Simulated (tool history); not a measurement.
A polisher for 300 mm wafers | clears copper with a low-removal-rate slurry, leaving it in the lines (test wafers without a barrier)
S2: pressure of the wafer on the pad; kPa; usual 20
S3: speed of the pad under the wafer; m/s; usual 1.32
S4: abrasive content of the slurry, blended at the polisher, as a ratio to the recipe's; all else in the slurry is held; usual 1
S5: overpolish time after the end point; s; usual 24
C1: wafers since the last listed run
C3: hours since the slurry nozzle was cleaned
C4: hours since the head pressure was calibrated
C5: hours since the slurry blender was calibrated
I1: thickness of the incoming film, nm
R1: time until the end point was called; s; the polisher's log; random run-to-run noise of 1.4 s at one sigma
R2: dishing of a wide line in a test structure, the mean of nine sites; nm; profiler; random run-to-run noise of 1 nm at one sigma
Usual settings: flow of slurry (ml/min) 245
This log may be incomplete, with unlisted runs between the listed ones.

{"run": 1, "hour": 0.0, "flow of slurry (ml/min)": 245, "S2": 20, "S3": 1.32, "S4": 1, "S5": 24, "C1": 0, "wafers polished on this pad": 822, "C3": 521.7, "C4": 649.6, "C5": 204.1, "I1": 363.1, "R1": 113.5, "R2": 51.8}
{"run": 2, "hour": 13.1, "flow of slurry (ml/min)": 245, "S2": 20, "S3": 1.32, "S4": 1, "S5": 24, "C1": 115, "wafers polished on this pad": 938, "C3": 534.8, "C4": 662.7, "C5": 217.2, "I1": 361.9, "R1": 113.5, "R2": 53.9}
{"run": 3, "hour": 43.9, "flow of slurry (ml/min)": 245, "S2": 20, "S3": 1.32, "S4": 1, "S5": 24, "C1": 272, "wafers polished on this pad": 1210, "C3": 565.6, "C4": 693.5, "C5": 248, "I1": 364.9, "R1": 116.6, "R2": 53.6}
{"hour": 49.7, "done": "worn pad replaced by a new one"}
{"hour": 52.7, "done": "slurry blender recalibrated"}
{"run": 4, "hour": 62.6, "flow of slurry (ml/min)": 245, "S2": 20, "S3": 1.32, "S4": 1, "S5": 24, "C1": 112, "wafers polished on this pad": 96, "C3": 584.3, "C4": 712.2, "C5": 9.9, "I1": 359.1, "R1": 107.1, "R2": 56.3}
{"run": 5, "hour": 80.3, "flow of slurry (ml/min)": 245, "S2": 17.9, "S3": 1.32, "S4": 1, "S5": 24, "C1": 156, "wafers polished on this pad": 252, "C3": 602, "C4": 729.9, "C5": 27.6, "I1": 355.2, "R1": 120.7, "R2": 48.4}
{"run": 6, "hour": 93.8, "flow of slurry (ml/min)": 245, "S2": 17.9, "S3": 1.32, "S4": 1, "S5": 24, "C1": 119, "wafers polished on this pad": 372, "C3": 615.5, "C4": 743.4, "C5": 41.1, "I1": 366.2, "R1": 125.4, "R2": 49.1}
{"run": 7, "hour": 110.1, "flow of slurry (ml/min)": 245, "S2": 17.9, "S3": 1.32, "S4": 1, "S5": 24, "C1": 144, "wafers polished on this pad": 516, "C3": 631.8, "C4": 759.7, "C5": 57.4, "I1": 362, "R1": 122.6, "R2": 49.2}
{"run": 8, "hour": 145.5, "flow of slurry (ml/min)": 245, "S2": 20, "S3": 1.32, "S4": 1, "S5": 19, "C1": 313, "wafers polished on this pad": 830, "C3": 667.2, "C4": 795.1, "C5": 92.8, "I1": 354.4, "R1": 106.5, "R2": 44.9}
{"hour": 164.8, "done": "worn pad replaced by a new one"}
{"run": 9, "hour": 173.6, "flow of slurry (ml/min)": 245, "S2": 20, "S3": 1.32, "S4": 1, "S5": 19, "C1": 213, "wafers polished on this pad": 77, "C3": 695.3, "C4": 823.2, "C5": 120.9, "I1": 359.2, "R1": 108.4, "R2": 45.1}
{"run": 10, "hour": 193.3, "flow of slurry (ml/min)": 245, "S2": 20, "S3": 1.32, "S4": 1, "S5": 19, "C1": 174, "wafers polished on this pad": 252, "C3": 715, "C4": 842.9, "C5": 140.6, "I1": 361.9, "R1": 109.6, "R2": 44.9}
{"run": 11, "hour": 223.1, "flow of slurry (ml/min)": 245, "S2": 20, "S3": 1.32, "S4": 1, "S5": 16, "C1": 263, "wafers polished on this pad": 515, "C3": 744.8, "C4": 872.7, "C5": 170.4, "I1": 361.4, "R1": 109.1, "R2": 39.6}
{"run": 12, "hour": 243.1, "flow of slurry (ml/min)": 245, "S2": 20, "S3": 1.32, "S4": 1, "S5": 24, "C1": 176, "wafers polished on this pad": 692, "C3": 764.8, "C4": 892.7, "C5": 190.4, "I1": 364.3, "R1": 110.4, "R2": 54.8}
{"run": 13, "hour": 268.3, "flow of slurry (ml/min)": 245, "S2": 15.9, "S3": 1.32, "S4": 1, "S5": 24, "C1": 223, "wafers polished on this pad": 916, "C3": 790, "C4": 917.9, "C5": 215.6, "I1": 360.6, "R1": 136.6, "R2": 45}
{"hour": 274.7, "done": "worn pad replaced by a new one"}
{"run": 14, "hour": 286.7, "flow of slurry (ml/min)": 215, "S2": 22.1, "S3": 1.78, "S4": 0.9, "S5": 24, "C1": 127, "wafers polished on this pad": 106, "C3": 808.4, "C4": 936.3, "C5": 234, "I1": 355, "R1": 75.1, "R2": 74.6}
{"hour": 303.2, "done": "slurry blender recalibrated"}
{"hour": 305.6, "done": "slurry nozzle cleaned"}
{"run": 15, "hour": 316.7, "flow of slurry (ml/min)": 245, "S2": 20, "S3": 0.9, "S4": 1, "S5": 32, "C1": 238, "wafers polished on this pad": 345, "C3": 11.1, "C4": 966.3, "C5": 13.5, "I1": 358.8, "R1": 154.3, "R2": 54.2}
{"run": 16, "hour": 341.9, "flow of slurry (ml/min)": 165, "S2": 20, "S3": 1.32, "S4": 1, "S5": 24, "C1": 223, "wafers polished on this pad": 568, "C3": 36.3, "C4": 991.5, "C5": 38.7, "I1": 357.7, "R1": 105.5, "R2": 56.1}
{"run": 17, "hour": 366.3, "flow of slurry (ml/min)": 245, "S2": 26.2, "S3": 1.32, "S4": 0.9, "S5": 35, "C1": 215, "wafers polished on this pad": 784, "C3": 60.7, "C4": 1015.9, "C5": 63.1, "I1": 360.2, "R1": 82.1, "R2": 91.2}
{"hour": 379.4, "done": "head pressure recalibrated"}
{"run": 18, "hour": 398.7, "flow of slurry (ml/min)": 185, "S2": 20, "S3": 1.32, "S4": 1, "S5": 24, "C1": 269, "wafers polished on this pad": 1053, "C3": 93.1, "C4": 19.3, "C5": 95.5, "I1": 363.2, "R1": 123.8, "R2": 50.3}
{"run": 19, "hour": 412.3, "flow of slurry (ml/min)": 245, "S2": 16.5, "S3": 1.32, "S4": 1, "S5": 31, "C1": 120, "wafers polished on this pad": 1173, "C3": 106.7, "C4": 32.9, "C5": 109.1, "I1": 356.7, "R1": 145.2, "R2": 52.2}
{"hour": 416.8, "done": "worn pad replaced by a new one"}
{"run": 20, "hour": 432.6, "flow of slurry (ml/min)": 245, "S2": 20, "S3": 1.64, "S4": 1, "S5": 24, "C1": 144, "wafers polished on this pad": 140, "C3": 127, "C4": 53.2, "C5": 129.4, "I1": 358.5, "R1": 95.3, "R2": 58.9}
{"run": 21, "hour": 468.4, "flow of slurry (ml/min)": 245, "S2": 20, "S3": 1.32, "S4": 1, "S5": 24, "C1": 316, "wafers polished on this pad": 457, "C3": 162.8, "C4": 89, "C5": 165.2, "I1": 361.6, "R1": 123, "R2": 50}
{"run": 22, "hour": 500.8, "flow of slurry (ml/min)": 245, "S2": 20, "S3": 1.32, "S4": 1, "S5": 19, "C1": 286, "wafers polished on this pad": 743, "C3": 195.2, "C4": 121.4, "C5": 197.6, "I1": 362.9, "R1": 123.3, "R2": 39.8}

Forecast each of these 3 alternatives for the next run:
{"run": "A", "hour": 501.3, "flow of slurry (ml/min)": 245, "S2": 20, "S3": 1.32, "S4": 1, "S5": 31, "C1": 4, "wafers polished on this pad": 748, "C3": 195.7, "C4": 121.9, "C5": 198.1, "I1": 358.1, "R1": "?", "R2": "?"}
{"run": "B", "hour": 501.3, "flow of slurry (ml/min)": 245, "S2": 22.8, "S3": 1.06, "S4": 1, "S5": 24, "C1": 4, "wafers polished on this pad": 748, "C3": 195.7, "C4": 121.9, "C5": 198.1, "I1": 358.1, "R1": "?", "R2": "?"}
{"run": "C", "hour": 501.3, "flow of slurry (ml/min)": 270, "S2": 22.8, "S3": 1.12, "S4": 1, "S5": 33, "C1": 4, "wafers polished on this pad": 748, "C3": 195.7, "C4": 121.9, "C5": 198.1, "I1": 358.1, "R1": "?", "R2": "?"}

run=A R1=122.2 R2=59.9
run=B R1=133.8 R2=46.4
run=C R1=125.8 R2=62.1
What these runs would have given with no unlogged condition in the tool:
run=A R1=114.9 R2=62.7
run=B R1=125.8 R2=48.8
run=C R1=118.3 R2=65

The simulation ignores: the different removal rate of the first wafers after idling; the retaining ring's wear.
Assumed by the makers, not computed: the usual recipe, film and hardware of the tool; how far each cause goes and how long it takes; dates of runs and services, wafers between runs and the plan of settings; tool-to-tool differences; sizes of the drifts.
